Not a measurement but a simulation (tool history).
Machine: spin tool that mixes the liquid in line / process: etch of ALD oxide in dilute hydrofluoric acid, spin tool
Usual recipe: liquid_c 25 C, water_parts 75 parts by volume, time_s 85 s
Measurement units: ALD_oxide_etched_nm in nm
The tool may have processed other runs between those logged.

run	hour	liquid_c	water_parts	time_s	read-back film thickness of the ALD oxide reference wafer, read on the same gauge (nm)	ALD_oxide_etched_nm
1	0	25	60	105	40.05	41.32
2	19.3	25	60	105	39.98	41.57
3	51.4	25	60	105	40.01	41.07
4	70.5	25	75	85	40	26.25
5	90.9	25	75	85	39.99	26.2
6	124.3	25	75	85	40.03	26.5
7	143.2	25	75	85	40	26.21
8	171.6	25	75	85	40.01	26.46
9	190.6	25	75	85	40	26.17
10	243.3	25	75	85	40.02	26.3
11	266.5	25	75	85	40.02	26.11
12	293.5	25	75	85	40	26.39
13	306.7	25	75	85	40	26.66
14	338	25	75	85	40.04	26.42
15	372.3	28	75	85	40.02	29.45
16	385.4	21.5	75	110	40	29.62
17	405.8	25	90	40	40	10.07
# hour 416.6: gauge calibrated
18	436.5	25	85	85	39.97	22.82
19	510.2	20.5	115	60	39.98	9.62
20	573.9	25	75	85	39.98	26.45
21	595.7	27.5	60	40	40.01	17.5
# hour 596.9: hydrofluoric acid flow meter replaced
22	617.5	27	75	45	40	14.93
# hour 630.2: thermometer replaced
23	645.2	25	45	45	40.07	24.53
24	676.9	23	75	85	40.02	24.2
25	709.3	29.5	75	85	39.95	31.7
26	739	22.5	90	115	40.04	26.21
27	773.8	25	75	125	40	38.57
28	794.2	23.5	75	105	40.02	30.47
29	825.5	25	45	130	40.02	70.07
30	859.6	22	50	135	39.99	57.46
31	874.1	28.5	75	85	40.01	30.05
32	902.2	25	75	85	39.96	26.56
33	929.9	25	60	85	39.99	33.38
34	957.7	23	105	130	40.05	25.73
35	979.2	25	75	85	40	26.12

Hidden state, per run?
liquid colder than its thermometer reads (K): 0 at every run
hydrofluoric acid flow below the setpoint (%): 0 at every run
gauge reads high (%): 0 at every run
